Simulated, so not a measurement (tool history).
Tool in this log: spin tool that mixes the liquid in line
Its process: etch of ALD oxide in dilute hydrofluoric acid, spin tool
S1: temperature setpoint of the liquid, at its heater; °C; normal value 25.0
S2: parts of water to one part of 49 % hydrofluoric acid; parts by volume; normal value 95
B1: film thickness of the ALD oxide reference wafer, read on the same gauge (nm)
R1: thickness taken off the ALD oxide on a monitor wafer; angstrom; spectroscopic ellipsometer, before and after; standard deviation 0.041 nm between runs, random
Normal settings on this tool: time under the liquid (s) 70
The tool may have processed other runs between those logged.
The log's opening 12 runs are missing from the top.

Run 13, hour 171.6: usual settings but S1 27.5 °C, S2 135 parts by volume; B1 140.01. Result: R1 93.6 angstrom.
Run 14, hour 182.4: usual settings; B1 140.00. Result: R1 126.2 angstrom.
Run 15, hour 188.5: usual settings; B1 139.95. Result: R1 125.9 angstrom.
Run 16, hour 195.2: usual settings; B1 140.04. Result: R1 126.3 angstrom.
Run 17, hour 203.5: usual settings; B1 140.03. Result: R1 126.8 angstrom.
Run 18, hour 214.3: usual settings; B1 139.98. Result: R1 126.4 angstrom.
Run 19, hour 225.3: usual settings but S2 55 parts by volume, time under the liquid (s) 100; B1 140.04. Result: R1 330.1 angstrom.
Run 20, hour 236.7: usual settings but S1 26.5 °C, S2 75 parts by volume, time under the liquid (s) 90; B1 140.00. Result: R1 223.4 angstrom.
At hour 252.1: hydrofluoric acid flow meter replaced.
Run 21, hour 252.6: usual settings but S2 130 parts by volume; B1 139.94. Result: R1 88.4 angstrom.
Run 22, hour 264.4: usual settings but S2 70 parts by volume, time under the liquid (s) 35; B1 139.98. Result: R1 88.4 angstrom.
Run 23, hour 278.4: usual settings but S1 22.0 °C, S2 50 parts by volume, time under the liquid (s) 50; B1 140.04. Result: R1 160.2 angstrom.
Run 24, hour 290.7: usual settings but S1 21.0 °C; B1 139.98. Result: R1 107.8 angstrom.
Run 25, hour 299.5: usual settings; B1 139.96. Result: R1 126.4 angstrom.
Run 26, hour 305.6: usual settings but S1 27.0 °C, S2 65 parts by volume, time under the liquid (s) 55; B1 140.03. Result: R1 163.1 angstrom.
Run 27, hour 312.9: usual settings but S2 75 parts by volume; B1 139.99. Result: R1 164.3 angstrom.
Run 28, hour 326.8: usual settings but S2 80 parts by volume; B1 139.98. Result: R1 153.2 angstrom.
Run 29, hour 344.7: usual settings but S1 20.5 °C, S2 120 parts by volume, time under the liquid (s) 50; B1 139.99. Result: R1 57.9 angstrom.
Run 30, hour 352.3: usual settings but S1 27.0 °C, S2 65 parts by volume, time under the liquid (s) 55; B1 139.99. Result: R1 163.0 angstrom.
Run 31, hour 364.9: usual settings but S1 29.0 °C; B1 140.01. Result: R1 146.9 angstrom.
Run 32, hour 396.2: usual settings but S1 23.0 °C, S2 75 parts by volume, time under the liquid (s) 100; B1 140.00. Result: R1 217.5 angstrom.
Run 33, hour 405.3: usual settings but S2 85 parts by volume; B1 140.02. Result: R1 143.1 angstrom.
Run 34, hour 420.2: usual settings but time under the liquid (s) 85; B1 140.00. Result: R1 152.6 angstrom.

5 ways to go on from here, each from the tool as it stands after run 34. What would each give?
Run A, hour 420.6: usual settings; B1 ?. Result: R1 ?.
Run B, hour 420.6: usual settings but S1 23.0 °C, S2 120 parts by volume, time under the liquid (s) 55; B1 ?. Result: R1 ?.
Run C, hour 420.6: usual settings but S1 21.5 °C, S2 80 parts by volume; B1 ?. Result: R1 ?.
Run D, hour 420.6: usual settings but time under the liquid (s) 45; B1 ?. Result: R1 ?.
Run E, hour 420.6: usual settings but S1 26.5 °C, S2 145 parts by volume, time under the liquid (s) 35; B1 ?. Result: R1 ?.

run      B1     R1
  A  140.00  125.8
  B  140.00   70.2
  C  140.00  132.2
  D  140.00   80.9
  E  140.00   41.0
Without the tool's hidden state the same runs would have given:
run     R1
  A  125.8
  B   70.2
  C  132.2
  D   80.9
  E   41.0
